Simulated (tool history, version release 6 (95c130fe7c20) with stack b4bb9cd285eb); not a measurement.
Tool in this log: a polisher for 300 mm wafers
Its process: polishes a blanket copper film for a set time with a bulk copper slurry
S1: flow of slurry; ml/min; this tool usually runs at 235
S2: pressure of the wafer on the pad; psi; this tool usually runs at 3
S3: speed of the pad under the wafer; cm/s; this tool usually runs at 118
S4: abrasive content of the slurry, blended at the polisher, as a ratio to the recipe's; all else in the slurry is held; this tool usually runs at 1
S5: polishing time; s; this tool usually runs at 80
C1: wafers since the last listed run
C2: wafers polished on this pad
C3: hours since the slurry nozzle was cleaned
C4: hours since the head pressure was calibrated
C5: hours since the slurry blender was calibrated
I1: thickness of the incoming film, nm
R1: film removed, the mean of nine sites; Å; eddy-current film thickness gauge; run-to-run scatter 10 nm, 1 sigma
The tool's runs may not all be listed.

run 1 hour=0 | S1=235 S2=3 S3=118 S4=1 S5=80 | C1=0 C2=515 C3=164.3 C4=10.3 C5=9.6 | I1=4477 | R1=9453
run 2 hour=56.8 | S1=235 S2=3 S3=118 S4=1 S5=80 | C1=626 C2=1142 C3=221.1 C4=67.1 C5=66.4 | I1=4446.5 | R1=9443
run 3 hour=112.8 | S1=235 S2=3 S3=118 S4=1 S5=80 | C1=617 C2=1759 C3=277.1 C4=123.1 C5=122.4 | I1=4508.9 | R1=9249
run 4 hour=137.5 | S1=235 S2=2.4 S3=118 S4=1 S5=80 | C1=272 C2=2032 C3=301.8 C4=147.8 C5=147.1 | I1=4467.3 | R1=7608
run 5 hour=167.5 | S1=235 S2=3 S3=118 S4=1 S5=80 | C1=330 C2=2363 C3=331.8 C4=177.8 C5=177.1 | I1=4499.5 | R1=9090
run 6 hour=224.2 | S1=235 S2=3 S3=118 S4=1 S5=80 | C1=625 C2=2988 C3=388.5 C4=234.5 C5=233.8 | I1=4475.8 | R1=9074
-- hour=240.3 slurry nozzle cleaned
run 7 hour=274.5 | S1=235 S2=3 S3=118 S4=1 S5=80 | C1=543 C2=3532 C3=34.2 C4=284.8 C5=284.1 | I1=4469.4 | R1=9090
run 8 hour=314.9 | S1=235 S2=2.3 S3=118 S4=1 S5=80 | C1=445 C2=3977 C3=74.6 C4=325.2 C5=324.5 | I1=4400.5 | R1=7052
-- hour=350.1 worn pad replaced by a new one
-- hour=352 slurry blender recalibrated
run 9 hour=510.2 | S1=235 S2=2.3 S3=118 S4=1 S5=80 | C1=2089 C2=1745 C3=269.9 C4=520.5 C5=158.2 | I1=4468.9 | R1=7112
run 10 hour=536 | S1=235 S2=3 S3=118 S4=1 S5=97 | C1=284 C2=2029 C3=295.7 C4=546.3 C5=184 | I1=4422.3 | R1=11131
run 11 hour=588.9 | S1=235 S2=3 S3=118 S4=1 S5=80 | C1=583 C2=2612 C3=348.6 C4=599.2 C5=236.9 | I1=4401.1 | R1=9191
-- hour=665.2 head pressure recalibrated
-- hour=684.7 worn pad replaced by a new one
-- hour=686.7 slurry nozzle cleaned
-- hour=746.9 slurry blender recalibrated
run 12 hour=787.7 | S1=235 S2=3 S3=118 S4=1 S5=80 | C1=2093 C2=1102 C3=101 C4=122.5 C5=40.8 | I1=4398.3 | R1=9375
run 13 hour=824.9 | S1=235 S2=3 S3=118 S4=1 S5=80 | C1=410 C2=1512 C3=138.2 C4=159.7 C5=78 | I1=4482.8 | R1=9300
run 14 hour=886.9 | S1=235 S2=3 S3=118 S4=1 S5=80 | C1=683 C2=2196 C3=200.2 C4=221.7 C5=140 | I1=4493.1 | R1=9074
run 15 hour=952.8 | S1=235 S2=3 S3=118 S4=1 S5=80 | C1=726 C2=2923 C3=266.1 C4=287.6 C5=205.9 | I1=4392.4 | R1=9215
run 16 hour=992.7 | S1=235 S2=3 S3=118 S4=1 S5=80 | C1=440 C2=3363 C3=306 C4=327.5 C5=245.8 | I1=4447.9 | R1=9197
run 17 hour=1026.9 | S1=200 S2=3 S3=118 S4=1 S5=80 | C1=377 C2=3740 C3=340.2 C4=361.7 C5=280 | I1=4467.2 | R1=8729
-- hour=1064.6 worn pad replaced by a new one
run 18 hour=1081.3 | S1=235 S2=3 S3=118 S4=1 S5=80 | C1=555 C2=183 C3=394.6 C4=416.1 C5=334.4 | I1=4462.3 | R1=9367
-- hour=1106.7 slurry blender recalibrated
-- hour=1112.6 slurry nozzle cleaned
run 19 hour=1134.8 | S1=235 S2=3 S3=158 S4=1 S5=80 | C1=556 C2=740 C3=22.2 C4=469.6 C5=28.1 | I1=4445.8 | R1=11746
run 20 hour=1165.1 | S1=170 S2=3 S3=100 S4=0.7 S5=107 | C1=334 C2=1074 C3=52.5 C4=499.9 C5=58.4 | I1=4504.9 | R1=10181
run 21 hour=1217 | S1=235 S2=4 S3=118 S4=0.7 S5=80 | C1=572 C2=1647 C3=104.4 C4=551.8 C5=110.3 | I1=4373.5 | R1=11657
run 22 hour=1284.9 | S1=235 S2=4 S3=118 S4=0.7 S5=80 | C1=748 C2=2396 C3=172.3 C4=619.7 C5=178.2 | I1=4438.1 | R1=11487
run 23 hour=1331.8 | S1=235 S2=3 S3=136 S4=1 S5=80 | C1=517 C2=2913 C3=219.2 C4=666.6 C5=225.1 | I1=4479.4 | R1=10449
run 24 hour=1377.7 | S1=235 S2=3 S3=118 S4=1 S5=80 | C1=506 C2=3419 C3=265.1 C4=712.5 C5=271 | I1=4493 | R1=9057
-- hour=1399 worn pad replaced by a new one
run 25 hour=1406.4 | S1=235 S2=3.7 S3=118 S4=1.2 S5=80 | C1=272 C2=82 C3=293.8 C4=741.2 C5=299.7 | I1=4445.6 | R1=12071
-- hour=1429.1 slurry blender recalibrated
-- hour=1443.5 head pressure recalibrated
run 26 hour=1456.4 | S1=235 S2=3 S3=118 S4=1 S5=80 | C1=507 C2=589 C3=343.8 C4=12.9 C5=27.3 | I1=4443 | R1=9368
run 27 hour=1492 | S1=235 S2=3 S3=132 S4=1 S5=59 | C1=392 C2=981 C3=379.4 C4=48.5 C5=62.9 | I1=4369.5 | R1=7622
-- hour=1516.1 slurry nozzle cleaned
run 28 hour=1562.1 | S1=235 S2=3 S3=78 S4=0.7 S5=80 | C1=762 C2=1743 C3=46 C4=118.6 C5=133 | I1=4453.6 | R1=6287
run 29 hour=1596 | S1=235 S2=3 S3=118 S4=1 S5=80 | C1=373 C2=2117 C3=79.9 C4=152.5 C5=166.9 | I1=4520.2 | R1=9191
run 30 hour=1654.1 | S1=295 S2=2.6 S3=92 S4=0.8 S5=80 | C1=640 C2=2758 C3=138 C4=210.6 C5=225 | I1=4433.2 | R1=6437
-- hour=1711 worn pad replaced by a new one
run 31 hour=1711.5 | S1=175 S2=3 S3=118 S4=1 S5=80 | C1=588 C2=5 C3=195.4 C4=268 C5=282.4 | I1=4465.1 | R1=9423

What if the next run were any one of these 3? Each begins from the tool's condition after run 31:
run A hour=1711.9 | S1=235 S2=3 S3=118 S4=1 S5=57 | C1=4 C2=9 C3=195.8 C4=268.4 C5=282.8 | I1=4430.9 | R1=?
run B hour=1711.9 | S1=235 S2=3.4 S3=118 S4=1 S5=80 | C1=4 C2=9 C3=195.8 C4=268.4 C5=282.8 | I1=4430.9 | R1=?
run C hour=1711.9 | S1=290 S2=3 S3=118 S4=1 S5=66 | C1=4 C2=9 C3=195.8 C4=268.4 C5=282.8 | I1=4430.9 | R1=?

run=A R1=6799
run=B R1=10734
run=C R1=7995
With the hidden condition removed and each run's random variation left untouched, the same runs would have given:
run=A R1=6819
run=B R1=10766
run=C R1=8019

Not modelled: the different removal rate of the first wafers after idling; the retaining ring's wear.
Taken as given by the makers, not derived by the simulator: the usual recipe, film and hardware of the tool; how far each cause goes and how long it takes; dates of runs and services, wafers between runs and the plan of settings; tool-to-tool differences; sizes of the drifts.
